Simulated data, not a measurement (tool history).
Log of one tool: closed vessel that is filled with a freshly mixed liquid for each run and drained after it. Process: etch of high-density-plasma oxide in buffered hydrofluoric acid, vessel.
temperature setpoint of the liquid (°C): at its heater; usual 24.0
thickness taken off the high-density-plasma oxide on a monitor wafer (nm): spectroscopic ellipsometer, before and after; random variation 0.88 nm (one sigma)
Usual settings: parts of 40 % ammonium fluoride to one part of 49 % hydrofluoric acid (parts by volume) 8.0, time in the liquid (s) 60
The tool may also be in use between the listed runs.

| run | day | temperature setpoint of the liquid (°C) | parts of 40 % ammonium fluoride to one part of 49 % hydrofluoric acid (parts by volume) | time in the liquid (s) | read-back film thickness of the high-density-plasma oxide reference wafer, read on the same gauge (nm) | thickness taken off the high-density-plasma oxide on a monitor wafer (nm) |
|---|---|---|---|---|---|---|
| 1 | 0.000 | 24.0 | 8.0 | 60 | 130.02 | 97.14 |
| 2 | 2.638 | 24.0 | 8.0 | 60 | 130.02 | 100.51 |
|  | 3.162 | gauge calibrated |
| 3 | 3.888 | 25.0 | 6.0 | 60 | 129.99 | 136.86 |
| 4 | 6.296 | 25.0 | 6.0 | 60 | 130.00 | 136.22 |
| 5 | 8.804 | 27.0 | 8.0 | 60 | 130.00 | 118.22 |
| 6 | 11.508 | 27.0 | 8.0 | 60 | 130.00 | 119.81 |
| 7 | 13.846 | 24.0 | 8.0 | 60 | 130.01 | 102.56 |
| 8 | 16.188 | 24.0 | 8.0 | 60 | 130.01 | 102.29 |
| 9 | 17.904 | 21.5 | 10.0 | 75 | 130.00 | 88.23 |
|  | 20.854 | hydrofluoric acid flow meter replaced |
| 10 | 23.100 | 24.0 | 8.0 | 90 | 130.00 | 139.83 |
| 11 | 24.571 | 22.5 | 8.0 | 60 | 130.00 | 87.91 |
|  | 24.700 | thermometer replaced |
|  | 25.250 | gauge calibrated |
| 12 | 26.750 | 24.0 | 8.0 | 60 | 130.00 | 97.34 |
| 13 | 27.954 | 24.0 | 9.0 | 60 | 130.01 | 84.52 |
| 14 | 29.217 | 24.0 | 9.5 | 60 | 130.00 | 81.06 |
| 15 | 31.804 | 24.0 | 8.0 | 60 | 130.01 | 97.65 |
| 16 | 33.183 | 25.5 | 9.0 | 30 | 130.00 | 46.96 |

Forecast run 17:
| 17 | 35.325 | 28.5 | 8.0 | 60 | ? | ? |

Run 17 gave read-back film thickness of the high-density-plasma oxide reference wafer, read on the same gauge (nm) 129.98, thickness taken off the high-density-plasma oxide on a monitor wafer (nm) 127.34.
Without the tool's hidden state the same run would have given thickness taken off the high-density-plasma oxide on a monitor wafer (nm) 119.95.
